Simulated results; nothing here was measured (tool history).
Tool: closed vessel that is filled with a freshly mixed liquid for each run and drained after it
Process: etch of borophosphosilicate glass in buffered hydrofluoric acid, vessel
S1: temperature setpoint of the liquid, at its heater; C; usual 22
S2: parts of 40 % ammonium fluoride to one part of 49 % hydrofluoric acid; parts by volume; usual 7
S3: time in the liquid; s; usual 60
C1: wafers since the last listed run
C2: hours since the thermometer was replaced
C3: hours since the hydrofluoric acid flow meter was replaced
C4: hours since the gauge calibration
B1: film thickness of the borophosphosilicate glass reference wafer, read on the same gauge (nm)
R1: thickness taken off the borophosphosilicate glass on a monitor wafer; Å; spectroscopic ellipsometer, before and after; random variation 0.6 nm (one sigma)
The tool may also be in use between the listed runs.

run	hour	S1	S2	S3	C1	C2	C3	C4	B1	R1
1	0	22	7	70	0	1599	698.6	20.9	70.01	1411.4
2	12.4	22	7	70	1121	1611.4	711	33.3	70	1413.4
3	21.3	26	7	60	804	1620.3	719.9	42.2	70	1503.8
4	37.5	22	7	60	1465	1636.5	736.1	58.4	70	1219.9
5	54.5	22	7	60	1537	1653.5	753.1	75.4	69.99	1217.3
6	71.7	22	7	60	1555	1670.7	770.3	92.6	70	1216
7	79.1	22	7	60	669	1678.1	777.7	100	70.01	1213.7
8	89.3	22	7	60	922	1688.3	787.9	110.2	70	1232.4
9	104.8	22	9	40	1401	1703.8	803.4	125.7	70.01	622.8
10	119.5	25.5	5	60	1329	1718.5	818.1	140.4	70.02	1986.8
11	136.5	22	7	60	1537	1735.5	835.1	157.4	70.04	1240.7
# hour 144.6: hydrofluoric acid flow meter replaced
12	150.7	23.5	5	90	1193	1749.7	6.1	171.6	69.98	2670.5
13	164.7	23.5	8.5	45	1266	1763.7	20.1	185.6	69.98	809.3
# hour 168.6: gauge calibrated
14	171	18	7	50	569	1770	26.4	2.4	70.03	821.4
# hour 180: thermometer replaced
15	187.5	22	7	60	1401	7.5	42.9	18.9	70.01	1055.1
16	195.3	24	7	60	705	15.3	50.7	26.7	70	1179
17	203.2	22	7	60	714	23.2	58.6	34.6	70.01	1051.9
18	213.1	22	5.5	60	895	33.1	68.5	44.5	69.99	1315.3
19	227	22	7	40	1257	47	82.4	58.4	69.99	707.9

5 ways to go on from here, each from the tool as it stands after run 19. What would each give?
A	227.7	22	7	60	63	47.7	83.1	59.1	?	?
B	227.7	22	7	75	63	47.7	83.1	59.1	?	?
C	227.7	22	9	60	63	47.7	83.1	59.1	?	?
D	227.7	22	5	75	63	47.7	83.1	59.1	?	?
E	227.7	24.5	10	85	63	47.7	83.1	59.1	?	?

run	B1	R1
A	69.99	1059.4
B	69.99	1324.2
C	69.99	804.5
D	69.99	1780.3
E	69.99	1219.6
Without the tool's hidden state the same runs would have given:
run	R1
A	1037.7
B	1297.2
C	788
D	1744.1
E	1195

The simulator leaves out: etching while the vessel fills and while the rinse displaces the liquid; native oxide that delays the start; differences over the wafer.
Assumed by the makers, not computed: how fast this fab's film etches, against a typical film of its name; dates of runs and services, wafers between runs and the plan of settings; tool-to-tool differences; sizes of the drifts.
